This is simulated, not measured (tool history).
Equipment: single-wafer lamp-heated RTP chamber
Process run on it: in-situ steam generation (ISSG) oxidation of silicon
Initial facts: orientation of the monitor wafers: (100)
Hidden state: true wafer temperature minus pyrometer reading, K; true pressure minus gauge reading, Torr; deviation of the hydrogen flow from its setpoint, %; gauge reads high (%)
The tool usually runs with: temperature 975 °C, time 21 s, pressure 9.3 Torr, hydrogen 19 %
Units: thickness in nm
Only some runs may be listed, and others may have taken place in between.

run    hour  temperature  time  pressure  hydrogen  wafers since the last listed run  wafers since the last pyrometer calibration  hours since the pressure gauge was zeroed  hours since the hydrogen flow controller was replaced  hours since the gauge calibration  read-back reference wafer on the same gauge, thickness  thickness
  1     0.0          975    21       9.3        27                                 0                                         1829                                     2699.6                                                 5417.5                              397.2                                                   4.308      4.938
  2    46.1          975    21       9.3        27                               547                                         2377                                     2745.7                                                 5463.6                              443.3                                                   4.312      4.982
  3   128.9          975    21       9.3        19                               983                                         3360                                     2828.5                                                 5546.4                              526.1                                                   4.308      4.639
      209.6  -- pyrometer window cleaned and pyrometer calibrated
  4   210.1          975    21       9.3        19                               869                                            5                                     2909.7                                                 5627.6                              607.3                                                   4.315      4.542
  5   244.3          975    21       9.3        19                               406                                          411                                     2943.9                                                 5661.8                              641.5                                                   4.312      4.557
  6   312.0          975    21       9.3        19                               803                                         1215                                     3011.6                                                 5729.5                              709.2                                                   4.313      4.614
  7   366.1          975    21       9.3        19                               642                                         1857                                     3065.7                                                 5783.6                              763.3                                                   4.311      4.620
  8   429.6          975    21       9.3        19                               753                                         2611                                     3129.2                                                 5847.1                              826.8                                                   4.314      4.631
      489.7  -- pyrometer window cleaned and pyrometer calibrated
  9   519.9          975    15       9.3        22                               977                                          358                                     3219.5                                                 5937.4                              917.1                                                   4.313      4.067
 10   564.3          975    15       9.3        22                               527                                          886                                     3263.9                                                 5981.8                              961.5                                                   4.320      4.064
 11   606.5          975    15       9.3        22                               501                                         1387                                     3306.1                                                 6024.0                             1003.7                                                   4.314      4.101
 12   713.3          975    19       9.3        19                              1267                                         2655                                     3412.9                                                 6130.8                             1110.5                                                   4.315      4.414
 13   751.7          975    21       9.3        19                               455                                         3110                                     3451.3                                                 6169.2                             1148.9                                                   4.311      4.631
 14   809.0          961    21       8.3        19                               680                                         3791                                     3508.6                                                 6226.5                             1206.2                                                   4.310      4.450
      831.2  -- pyrometer window cleaned and pyrometer calibrated
 15   859.7          975    21       9.3        19                               506                                          338                                     3559.3                                                 6277.2                             1256.9                                                   4.304      4.573
 16   931.9          968    24       8.6        15                               857                                         1195                                     3631.5                                                 6349.4                             1329.1                                                   4.312      4.559
 17  1029.6          975    15       9.3        22                              1159                                         2355                                     3729.2                                                 6447.1                             1426.8                                                   4.318      4.104
     1048.2  -- gauge calibrated
     1052.2  -- hydrogen flow controller replaced
 18  1089.9          960    15      10.2        13                               620                                         2976                                     3789.5                                                   37.7                               41.7                                                   4.310      3.467
     1131.7  -- pyrometer window cleaned and pyrometer calibrated
     1148.2  -- pressure gauge zeroed
 19  1177.5          975    14       8.7        29                               850                                          449                                       29.3                                                  125.3                              129.3                                                   4.299      4.287
 20  1278.5          985    27       8.6        19                              1199                                         1648                                      130.3                                                  226.3                              230.3                                                   4.307      5.375
 21  1357.3          994    21       8.7        23                               935                                         2583                                      209.1                                                  305.1                              309.1                                                   4.310      5.218
     1452.0  -- pyrometer window cleaned and pyrometer calibrated
 22  1452.5          960    25       9.3        19                              1035                                            5                                      304.3                                                  400.3                              404.3                                                   4.311      4.667
 23  1544.4          961    18      10.2        28                              1091                                         1096                                      396.2                                                  492.2                              496.2                                                   4.308      4.363
 24  1591.1          975    21       9.3        19                               554                                         1651                                      442.9                                                  538.9                              542.9                                                   4.307      4.592

Forecast each of these 3 alternatives for the next run:
  A  1591.5          975    21       9.3        19                                 4                                         1655                                      443.3                                                  539.3                              543.3                                                       ?          ?
  B  1591.5          966    17       9.3        12                                 4                                         1655                                      443.3                                                  539.3                              543.3                                                       ?          ?
  C  1591.5          975    21       9.8        15                                 4                                         1655                                      443.3                                                  539.3                              543.3                                                       ?          ?

run  read-back reference wafer on the same gauge, thickness  thickness
  A                                                   4.305      4.579
  B                                                   4.305      3.675
  C                                                   4.305      4.328
Without the tool's unlogged condition, the same runs would have read:
run  thickness
  A      4.532
  B      3.642
  C      4.283

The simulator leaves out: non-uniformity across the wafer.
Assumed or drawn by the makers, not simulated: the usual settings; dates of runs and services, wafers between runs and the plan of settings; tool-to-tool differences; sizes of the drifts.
